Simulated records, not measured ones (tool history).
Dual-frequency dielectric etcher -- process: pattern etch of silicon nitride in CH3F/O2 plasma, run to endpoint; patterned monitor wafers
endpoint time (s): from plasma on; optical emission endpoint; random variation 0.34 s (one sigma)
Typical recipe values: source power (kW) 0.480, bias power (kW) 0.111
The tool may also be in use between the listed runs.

run	hour	source power (kW)	bias power (kW)	wafers since the last listed run	hours since the last wet clean	hours since the last source power generator calibration	hours since the last bias power generator calibration	hours since the last upper electrode change	incoming incoming film thickness, nm	endpoint time (s)
1	0.0	0.480	0.132	0	243.2	4229.7	1588.0	3771.6	91.0	74.4
2	15.9	0.480	0.132	91	259.1	4245.6	1603.9	3787.5	91.7	74.4
3	37.3	0.480	0.111	123	280.5	4267.0	1625.3	3808.9	91.9	78.8
4	69.7	0.410	0.111	186	312.9	4299.4	1657.7	3841.3	91.2	83.8
5	101.2	0.480	0.111	181	344.4	4330.9	1689.2	3872.8	91.3	77.9
6	114.5	0.480	0.111	76	357.7	4344.2	1702.5	3886.1	90.7	77.4
# hour 168.4: upper electrode replaced
7	168.9	0.480	0.111	174	412.1	4398.6	1756.9	0.5	90.1	76.6
8	220.1	0.480	0.111	294	463.3	4449.8	1808.1	51.7	91.1	76.9
# hour 239.6: source power generator calibrated
9	252.7	0.480	0.111	164	495.9	13.1	1840.7	84.3	89.6	75.7
# hour 262.8: bias power generator calibrated
# hour 286.4: wet clean of the chamber
10	298.3	0.480	0.111	103	11.9	58.7	35.5	129.9	90.3	80.8
11	311.2	0.530	0.089	74	24.8	71.6	48.4	142.8	90.7	83.1
12	338.4	0.480	0.121	156	52.0	98.8	75.6	170.0	91.7	79.2
13	357.6	0.480	0.085	110	71.2	118.0	94.8	189.2	90.8	87.6

Run 14, settings as shown, results not yet in. Your forecast:
14	385.3	0.540	0.111	159	98.9	145.7	122.5	216.9	90.5	?

For run 14 the tool returned endpoint time (s) 76.7.
If the tool had no hidden condition, the same run with the same run-to-run variation would have returned endpoint time (s) 76.5.

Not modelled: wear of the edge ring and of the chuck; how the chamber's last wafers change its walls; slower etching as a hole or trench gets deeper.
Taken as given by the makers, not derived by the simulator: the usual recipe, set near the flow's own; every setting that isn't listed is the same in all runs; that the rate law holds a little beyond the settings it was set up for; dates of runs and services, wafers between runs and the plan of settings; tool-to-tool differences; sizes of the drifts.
